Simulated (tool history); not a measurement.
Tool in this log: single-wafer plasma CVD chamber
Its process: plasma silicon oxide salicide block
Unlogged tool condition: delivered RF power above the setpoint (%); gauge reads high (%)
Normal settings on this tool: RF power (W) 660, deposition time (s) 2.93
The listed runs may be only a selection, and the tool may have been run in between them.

run	hour	RF power (W)	deposition time (s)	wafers since the last listed run	hours since the last RF generator calibration	hours since the showerhead was replaced	hours since the gauge calibration	read-back reference wafer on the same gauge, thickness_nm	mean film thickness on the monitor wafer (angstrom)
1	0.0	660	2.93	0	646.5	1660.3	1026.8	39.537	331.38
2	64.1	660	2.93	2300	710.6	1724.4	1090.9	39.502	331.76
3	126.8	755	2.93	2249	773.3	1787.1	1153.6	39.492	348.83
4	155.0	755	2.93	1011	801.5	1815.3	1181.8	39.510	347.90
5	188.6	600	2.93	1205	835.1	1848.9	1215.4	39.484	318.72
6	245.9	615	2.93	2056	892.4	1906.2	1272.7	39.490	322.05
7	289.6	615	2.93	1568	936.1	1949.9	1316.4	39.547	321.97
8	328.7	615	2.93	1402	975.2	1989.0	1355.5	39.485	321.17
9	363.2	660	2.93	1237	1009.7	2023.5	1390.0	39.527	330.17
10	417.2	660	2.93	1937	1063.7	2077.5	1444.0	39.496	331.00
11	471.3	660	2.62	1941	1117.8	2131.6	1498.1	39.477	294.40
12	538.0	570	2.63	2393	1184.5	2198.3	1564.8	39.492	279.29
13	609.4	570	2.63	2561	1255.9	2269.7	1636.2	39.511	278.87
14	679.7	570	2.63	2522	1326.2	2340.0	1706.5	39.511	278.41
15	725.2	660	2.93	1632	1371.7	2385.5	1752.0	39.493	330.27
16	844.8	660	2.72	4291	1491.3	2505.1	1871.6	39.463	303.78
17	895.0	660	2.72	1801	1541.5	2555.3	1921.8	39.488	302.57
18	957.4	660	2.72	2239	1603.9	2617.7	1984.2	39.530	302.17
19	1012.5	660	2.93	1977	1659.0	2672.8	2039.3	39.548	325.66
20	1060.4	690	2.93	1718	1706.9	2720.7	2087.2	39.486	331.26
21	1089.3	690	2.93	1036	1735.8	2749.6	2116.1	39.514	330.94
# hour 1127.5: showerhead replaced
22	1128.0	700	3.43	1101	1774.5	0.5	2154.8	39.528	389.38
23	1168.1	765	2.76	1438	1814.6	40.6	2194.9	39.488	324.03
24	1230.3	600	3.23	2231	1876.8	102.8	2257.1	39.534	343.96
# hour 1255.8: gauge calibrated
25	1258.9	775	2.77	1026	1905.4	131.4	3.1	39.500	325.50
26	1300.7	660	2.93	1499	1947.2	173.2	44.9	39.498	323.39
27	1359.5	770	2.93	2109	2006.0	232.0	103.7	39.454	342.12
28	1392.8	625	2.47	1194	2039.3	265.3	137.0	39.485	266.92
29	1458.7	660	2.35	2364	2105.2	331.2	202.9	39.497	257.56
30	1512.6	725	2.41	1934	2159.1	385.1	256.8	39.503	273.26
31	1556.8	715	2.42	1585	2203.3	429.3	301.0	39.544	272.57
# hour 1571.8: RF generator calibrated
32	1581.3	695	3.36	592	9.5	453.8	325.5	39.533	390.80
33	1635.2	755	3.12	1934	63.4	507.7	379.4	39.484	376.50
34	1681.5	660	2.93	1661	109.7	554.0	425.7	39.451	335.67
35	1744.5	660	2.58	2260	172.7	617.0	488.7	39.515	294.60
36	1775.4	605	2.93	1108	203.6	647.9	519.6	39.542	323.84
37	1815.1	660	3.25	1424	243.3	687.6	559.3	39.533	371.01
38	1870.4	660	2.93	1984	298.6	742.9	614.6	39.480	334.26
39	1910.4	585	2.54	1435	338.6	782.9	654.6	39.515	275.53

Forecast run 40:
40	1937.9	735	3.21	986	366.1	810.4	682.1	?	?

read-back reference wafer on the same gauge, thickness_nm: 39.537
mean film thickness on the monitor wafer (angstrom): 381.09
Had the tool carried no hidden state, the very same run would have given mean film thickness on the monitor wafer (angstrom) 382.80.
